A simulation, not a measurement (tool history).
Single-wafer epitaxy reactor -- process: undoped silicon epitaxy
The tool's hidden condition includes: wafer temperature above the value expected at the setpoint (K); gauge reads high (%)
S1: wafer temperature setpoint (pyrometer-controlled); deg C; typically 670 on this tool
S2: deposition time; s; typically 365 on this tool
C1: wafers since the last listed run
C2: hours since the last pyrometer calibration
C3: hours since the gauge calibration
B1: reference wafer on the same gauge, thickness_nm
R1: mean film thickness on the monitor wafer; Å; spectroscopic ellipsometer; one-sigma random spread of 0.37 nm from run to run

Run 1, day 0: usual settings but S1 660 deg C, S2 325 s; C1 0; C2 739.9; C3 1612.3; B1 85.537. Result: R1 676.93 Å.
Run 2, day 3.838: usual settings but S1 660 deg C, S2 325 s; C1 623; C2 832; C3 1704.4; B1 85.481. Result: R1 677.65 Å.
Run 3, day 11.271: usual settings but S2 419 s; C1 1208; C2 1010.4; C3 1882.8; B1 85.479. Result: R1 1043.64 Å.
Run 4, day 14.662: usual settings but S2 419 s; C1 551; C2 1091.8; C3 1964.2; B1 85.391. Result: R1 1050.92 Å.
Run 5, day 18.008: usual settings but S2 419 s; C1 543; C2 1172.1; C3 2044.5; B1 85.418. Result: R1 1054.99 Å.
Run 6, day 21.592: usual settings; C1 582; C2 1258.1; C3 2130.5; B1 85.524. Result: R1 912.09 Å.
Run 7, day 23.946: usual settings; C1 382; C2 1314.6; C3 2187; B1 85.47. Result: R1 913.81 Å.
Run 8, day 26.058: usual settings; C1 343; C2 1365.3; C3 2237.7; B1 85.53. Result: R1 913.89 Å.
Run 9, day 27.562: usual settings but S1 665 deg C; C1 244; C2 1401.4; C3 2273.8; B1 85.511. Result: R1 839.32 Å.
Run 10, day 29.162: usual settings but S1 665 deg C; C1 260; C2 1439.8; C3 2312.2; B1 85.519. Result: R1 837.93 Å.
Run 11, day 35.5: usual settings but S1 665 deg C; C1 1029; C2 1591.9; C3 2464.3; B1 85.566. Result: R1 843.01 Å.
Run 12, day 37: usual settings; C1 243; C2 1627.9; C3 2500.3; B1 85.534. Result: R1 918.8 Å.
Run 13, day 38.55: usual settings; C1 251; C2 1665.1; C3 2537.5; B1 85.519. Result: R1 918 Å.
Run 14, day 40.983: usual settings but S1 674 deg C; C1 395; C2 1723.5; C3 2595.9; B1 85.536. Result: R1 996.2 Å.
Run 15, day 45.317: usual settings but S1 674 deg C; C1 704; C2 1827.5; C3 2699.9; B1 85.425. Result: R1 986.02 Å.
Run 16, day 48.292: usual settings but S1 674 deg C; C1 483; C2 1898.9; C3 2771.3; B1 85.473. Result: R1 987.81 Å.
Run 17, day 51.196: usual settings but S1 661 deg C; C1 471; C2 1968.6; C3 2841; B1 85.566. Result: R1 778.91 Å.
Run 18, day 53.308: usual settings but S1 661 deg C; C1 343; C2 2019.3; C3 2891.7; B1 85.457. Result: R1 785.14 Å.
Run 19, day 57.083: usual settings but S1 661 deg C; C1 613; C2 2109.9; C3 2982.3; B1 85.508. Result: R1 780.11 Å.
Run 20, day 61.317: usual settings; C1 687; C2 2211.5; C3 3083.9; B1 85.455. Result: R1 924.15 Å.
Run 21, day 64.35: usual settings; C1 492; C2 2284.3; C3 3156.7; B1 85.513. Result: R1 926.94 Å.
Run 22, day 68.204: usual settings but S1 659 deg C; C1 626; C2 2376.8; C3 3249.2; B1 85.432. Result: R1 751.51 Å.
Run 23, day 70.675: usual settings but S1 675 deg C, S2 417 s; C1 401; C2 2436.1; C3 3308.5; B1 85.526. Result: R1 1158.38 Å.
Run 24, day 74.679: usual settings but S1 675 deg C; C1 650; C2 2532.2; C3 3404.6; B1 85.483. Result: R1 1012.43 Å.
Run 25, day 76.258: usual settings; C1 256; C2 2570.1; C3 3442.5; B1 85.47. Result: R1 921.33 Å.
Run 26, day 82.267: usual settings but S1 660 deg C; C1 976; C2 2714.3; C3 3586.7; B1 85.472. Result: R1 765.94 Å.
Run 27, day 86.571: usual settings but S1 684 deg C, S2 424 s; C1 699; C2 2817.6; C3 3690; B1 85.372. Result: R1 1385.23 Å.
At day 87.692: pyrometer calibrated.
Run 28, day 89.133: usual settings but S1 662 deg C, S2 425 s; C1 362; C2 34.6; C3 3751.5; B1 85.466. Result: R1 914.86 Å.
Run 29, day 91.083: usual settings; C1 316; C2 81.4; C3 3798.3; B1 85.411. Result: R1 913.04 Å.
Run 30, day 95.512: usual settings but S2 325 s; C1 719; C2 187.7; C3 3904.6; B1 85.527. Result: R1 814.99 Å.
Run 31, day 98.225: usual settings but S1 661 deg C, S2 398 s; C1 440; C2 252.8; C3 3969.7; B1 85.496. Result: R1 837.91 Å.
At day 99.304: gauge calibrated.
Run 32, day 101.592: usual settings but S1 679 deg C, S2 401 s; C1 547; C2 333.6; C3 54.9; B1 85.49. Result: R1 1181.54 Å.
Run 33, day 104.196: usual settings but S1 664 deg C, S2 336 s; C1 423; C2 396.1; C3 117.4; B1 85.433. Result: R1 747.47 Å.
Run 34, day 106.421: usual settings but S1 680 deg C; C1 361; C2 449.5; C3 170.8; B1 85.578. Result: R1 1093.55 Å.
Run 35, day 119.246: usual settings but S1 675 deg C, S2 399 s; C1 2084; C2 757.3; C3 478.6; B1 85.573. Result: R1 1094.72 Å.
Run 36, day 123.325: usual settings; C1 662; C2 855.2; C3 576.5; B1 85.488. Result: R1 915.36 Å.
Run 37, day 127.004: usual settings but S1 660 deg C; C1 597; C2 943.5; C3 664.8; B1 85.436. Result: R1 756.75 Å.
Run 38, day 130.583: usual settings but S2 433 s; C1 581; C2 1029.4; C3 750.7; B1 85.474. Result: R1 1082.38 Å.
Run 39, day 134.121: usual settings but S1 674 deg C; C1 574; C2 1114.3; C3 835.6; B1 85.431. Result: R1 983.44 Å.
Run 40, day 137.504: usual settings but S1 683 deg C, S2 345 s; C1 549; C2 1195.5; C3 916.8; B1 85.473. Result: R1 1094.94 Å.
Run 41, day 140.712: usual settings; C1 521; C2 1272.5; C3 993.8; B1 85.581. Result: R1 917.62 Å.
Run 42, day 142.833: usual settings but S1 665 deg C, S2 332 s; C1 344; C2 1323.4; C3 1044.7; B1 85.553. Result: R1 758.49 Å.
Run 43, day 146.667: usual settings but S1 664 deg C; C1 622; C2 1415.4; C3 1136.7; B1 85.503. Result: R1 819.09 Å.
Run 44, day 148.3: usual settings but S1 666 deg C, S2 384 s; C1 265; C2 1454.6; C3 1175.9; B1 85.603. Result: R1 893.49 Å.
Run 45, day 158.925: usual settings; C1 1726; C2 1709.6; C3 1430.9; B1 85.55. Result: R1 921.92 Å.

5 options for the next run, each taken on its own from the tool as it stands now. Forecast them:
Run A, day 158.946: usual settings; C1 3; C2 1710.1; C3 1431.4; B1 ?. Result: R1 ?.
Run B, day 158.946: usual settings but S1 677 deg C, S2 301 s; C1 3; C2 1710.1; C3 1431.4; B1 ?. Result: R1 ?.
Run C, day 158.946: usual settings but S1 663 deg C, S2 305 s; C1 3; C2 1710.1; C3 1431.4; B1 ?. Result: R1 ?.
Run D, day 158.946: usual settings but S1 665 deg C, S2 335 s; C1 3; C2 1710.1; C3 1431.4; B1 ?. Result: R1 ?.
Run E, day 158.946: usual settings but S1 680 deg C, S2 401 s; C1 3; C2 1710.1; C3 1431.4; B1 ?. Result: R1 ?.

run      B1       R1
  A  85.487   913.72
  B  85.487   856.07
  C  85.487   670.92
  D  85.487   764.77
  E  85.487  1203.99
With no hidden state in the tool, these same runs would have given:
run       R1
  A   904.56
  B    847.6
  C    664.1
  D   757.03
  E  1192.13

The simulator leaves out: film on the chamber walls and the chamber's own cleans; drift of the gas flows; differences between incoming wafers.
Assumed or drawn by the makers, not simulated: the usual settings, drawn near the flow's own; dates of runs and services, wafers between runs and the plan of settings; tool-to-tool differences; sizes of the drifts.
